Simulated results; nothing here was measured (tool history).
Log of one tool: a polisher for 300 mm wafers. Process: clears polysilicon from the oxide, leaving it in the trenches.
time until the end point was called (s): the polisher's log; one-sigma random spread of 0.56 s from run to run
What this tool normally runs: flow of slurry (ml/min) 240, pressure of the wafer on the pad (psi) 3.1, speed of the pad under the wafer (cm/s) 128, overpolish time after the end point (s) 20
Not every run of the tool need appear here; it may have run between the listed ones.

run	day	flow of slurry (ml/min)	pressure of the wafer on the pad (psi)	speed of the pad under the wafer (cm/s)	overpolish time after the end point (s)	incoming thickness of the incoming film, nm	time until the end point was called (s)
1	0.000	295	3.1	128	20	799.7	37.8
2	0.579	295	3.1	128	20	784.8	36.7
3	1.588	240	3.1	100	20	789.4	49.0
4	2.829	240	3.1	100	20	776.4	50.4
# day 3.217: worn pad replaced by a new one
5	3.938	240	3.1	128	20	788.6	35.5
6	5.388	240	3.1	128	20	786.3	36.5
7	6.029	240	3.1	128	20	776.5	34.6
8	6.704	240	3.1	128	20	790.6	35.4
9	7.704	240	3.1	128	20	787.3	36.5
10	9.058	240	3.1	128	20	802.0	38.0
11	10.271	240	3.1	128	20	790.9	37.9
12	11.017	240	2.5	128	20	795.9	44.2
13	11.917	155	3.1	162	29	786.7	32.2
14	12.554	240	3.1	128	16	788.4	39.4
15	13.529	310	2.5	156	20	779.5	38.4
# day 13.717: worn pad replaced by a new one
16	14.542	240	2.5	106	20	781.6	49.2
17	16.017	240	3.1	158	20	786.3	28.6
18	16.600	240	3.1	128	20	793.4	36.7
19	17.142	240	3.1	128	20	793.8	35.0
20	18.175	240	4.1	128	20	792.7	28.6
21	19.025	300	3.6	84	25	789.8	48.0
22	19.658	280	3.7	96	29	786.2	40.3
23	20.233	240	3.1	128	20	783.8	36.5
24	21.450	240	3.1	128	20	790.1	37.3

Run 25, settings as shown, results not yet in. Your forecast:
# day 22.108: slurry nozzle cleaned
25	22.617	240	3.1	128	20	787.2	?

time until the end point was called (s): 37.7
Take away the tool's hidden state, keep the run-to-run variation as it was, and the same run would have given time until the end point was called (s) 34.2.
